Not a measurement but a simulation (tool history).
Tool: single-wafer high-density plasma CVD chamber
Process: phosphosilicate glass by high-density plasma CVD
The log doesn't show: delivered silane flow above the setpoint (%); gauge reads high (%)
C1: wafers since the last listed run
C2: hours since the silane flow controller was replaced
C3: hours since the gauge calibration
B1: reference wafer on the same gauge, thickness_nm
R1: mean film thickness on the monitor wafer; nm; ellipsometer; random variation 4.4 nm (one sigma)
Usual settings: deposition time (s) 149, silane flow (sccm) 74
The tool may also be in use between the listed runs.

Run 1, hour 0.0: usual settings; C1 0; C2 1266.0; C3 765.4; B1 1101.484. Result: R1 1060.680 nm.
Run 2, hour 19.7: usual settings but silane flow (sccm) 80; C1 155; C2 1285.7; C3 785.1; B1 1097.230. Result: R1 1139.128 nm.
Run 3, hour 33.5: usual settings but deposition time (s) 163, silane flow (sccm) 64; C1 108; C2 1299.5; C3 798.9; B1 1099.637. Result: R1 1000.350 nm.
Run 4, hour 48.0: usual settings but deposition time (s) 163, silane flow (sccm) 64; C1 114; C2 1314.0; C3 813.4; B1 1101.244. Result: R1 1002.181 nm.
Run 5, hour 77.2: usual settings but deposition time (s) 163, silane flow (sccm) 64; C1 230; C2 1343.2; C3 842.6; B1 1101.221. Result: R1 1003.304 nm.
Run 6, hour 102.8: usual settings but silane flow (sccm) 64; C1 202; C2 1368.8; C3 868.2; B1 1099.560. Result: R1 908.803 nm.
Run 7, hour 129.1: usual settings but silane flow (sccm) 64; C1 207; C2 1395.1; C3 894.5; B1 1102.689. Result: R1 921.077 nm.
Run 8, hour 156.8: usual settings; C1 218; C2 1422.8; C3 922.2; B1 1101.108. Result: R1 1051.656 nm.
Run 9, hour 175.8: usual settings; C1 149; C2 1441.8; C3 941.2; B1 1098.691. Result: R1 1053.549 nm.
Run 10, hour 201.4: usual settings; C1 202; C2 1467.4; C3 966.8; B1 1099.027. Result: R1 1046.462 nm.
Run 11, hour 234.2: usual settings but deposition time (s) 158, silane flow (sccm) 68; C1 258; C2 1500.2; C3 999.6; B1 1100.604. Result: R1 1022.136 nm.
Run 12, hour 252.5: usual settings but deposition time (s) 133; C1 144; C2 1518.5; C3 1017.9; B1 1100.670. Result: R1 940.404 nm.
Run 13, hour 280.1: usual settings but silane flow (sccm) 67; C1 217; C2 1546.1; C3 1045.5; B1 1098.818. Result: R1 950.289 nm.
Run 14, hour 315.4: usual settings but silane flow (sccm) 67; C1 278; C2 1581.4; C3 1080.8; B1 1101.555. Result: R1 950.376 nm.
Run 15, hour 337.6: usual settings but silane flow (sccm) 67; C1 175; C2 1603.6; C3 1103.0; B1 1100.010. Result: R1 949.751 nm.
Run 16, hour 358.6: usual settings but deposition time (s) 138, silane flow (sccm) 65; C1 165; C2 1624.6; C3 1124.0; B1 1100.017. Result: R1 850.940 nm.
Run 17, hour 382.3: usual settings but deposition time (s) 138, silane flow (sccm) 65; C1 187; C2 1648.3; C3 1147.7; B1 1101.445. Result: R1 849.760 nm.
At hour 382.6: gauge calibrated.
Run 18, hour 395.5: usual settings; C1 104; C2 1661.5; C3 12.9; B1 1101.079. Result: R1 1045.342 nm.
Run 19, hour 415.5: usual settings but deposition time (s) 124; C1 157; C2 1681.5; C3 32.9; B1 1097.439. Result: R1 869.277 nm.
Run 20, hour 487.5: usual settings; C1 568; C2 1753.5; C3 104.9; B1 1099.403. Result: R1 1041.597 nm.
Run 21, hour 501.8: usual settings but deposition time (s) 173, silane flow (sccm) 81; C1 112; C2 1767.8; C3 119.2; B1 1099.749. Result: R1 1328.037 nm.
At hour 524.6: silane flow controller replaced.
Run 22, hour 581.6: usual settings but deposition time (s) 125, silane flow (sccm) 68; C1 566; C2 57.0; C3 199.0; B1 1101.589. Result: R1 850.501 nm.
Run 23, hour 616.7: usual settings but deposition time (s) 158, silane flow (sccm) 68; C1 276; C2 92.1; C3 234.1; B1 1098.985. Result: R1 1071.938 nm.
Run 24, hour 652.0: usual settings but deposition time (s) 132; C1 278; C2 127.4; C3 269.4; B1 1100.256. Result: R1 972.130 nm.
Run 25, hour 669.0: usual settings but deposition time (s) 177; C1 134; C2 144.4; C3 286.4; B1 1098.498. Result: R1 1314.179 nm.
Run 26, hour 693.8: usual settings but deposition time (s) 170, silane flow (sccm) 79; C1 195; C2 169.2; C3 311.2; B1 1099.537. Result: R1 1349.902 nm.
Run 27, hour 716.6: usual settings; C1 179; C2 192.0; C3 334.0; B1 1100.269. Result: R1 1103.320 nm.
Run 28, hour 733.1: usual settings but deposition time (s) 140, silane flow (sccm) 85; C1 130; C2 208.5; C3 350.5; B1 1100.658. Result: R1 1181.574 nm.
Run 29, hour 768.8: usual settings; C1 281; C2 244.2; C3 386.2; B1 1098.545. Result: R1 1099.471 nm.
Run 30, hour 795.8: usual settings but silane flow (sccm) 88; C1 213; C2 271.2; C3 413.2; B1 1098.322. Result: R1 1307.796 nm.
Run 31, hour 812.6: usual settings but deposition time (s) 138, silane flow (sccm) 84; C1 132; C2 288.0; C3 430.0; B1 1102.751. Result: R1 1151.688 nm.
Run 32, hour 833.8: usual settings but silane flow (sccm) 86; C1 167; C2 309.2; C3 451.2; B1 1100.113. Result: R1 1274.154 nm.
Run 33, hour 849.5: usual settings but deposition time (s) 167, silane flow (sccm) 66; C1 123; C2 324.9; C3 466.9; B1 1100.950. Result: R1 1092.669 nm.
Run 34, hour 873.7: usual settings but deposition time (s) 171, silane flow (sccm) 68; C1 190; C2 349.1; C3 491.1; B1 1100.546. Result: R1 1163.811 nm.
Run 35, hour 890.1: usual settings; C1 129; C2 365.5; C3 507.5; B1 1099.197. Result: R1 1097.967 nm.
Run 36, hour 918.9: usual settings but deposition time (s) 157, silane flow (sccm) 63; C1 227; C2 394.3; C3 536.3; B1 1100.826. Result: R1 982.038 nm.
Run 37, hour 943.9: usual settings but deposition time (s) 169, silane flow (sccm) 60; C1 197; C2 419.3; C3 561.3; B1 1098.247. Result: R1 1004.408 nm.

Forecast each of these 5 alternatives for the next run:
Run A, hour 944.3: usual settings but deposition time (s) 161; C1 3; C2 419.7; C3 561.7; B1 ?. Result: R1 ?.
Run B, hour 944.3: usual settings but deposition time (s) 123, silane flow (sccm) 85; C1 3; C2 419.7; C3 561.7; B1 ?. Result: R1 ?.
Run C, hour 944.3: usual settings but deposition time (s) 136, silane flow (sccm) 68; C1 3; C2 419.7; C3 561.7; B1 ?. Result: R1 ?.
Run D, hour 944.3: usual settings but deposition time (s) 124, silane flow (sccm) 86; C1 3; C2 419.7; C3 561.7; B1 ?. Result: R1 ?.
Run E, hour 944.3: usual settings but deposition time (s) 172, silane flow (sccm) 70; C1 3; C2 419.7; C3 561.7; B1 ?. Result: R1 ?.

run        B1        R1
  A  1098.137  1181.658
  B  1098.137  1036.951
  C  1098.137   917.238
  D  1098.137  1057.680
  E  1098.137  1194.155
Without the tool's hidden state the same runs would have given:
run        R1
  A  1196.723
  B  1050.172
  C   928.932
  D  1071.165
  E  1209.380
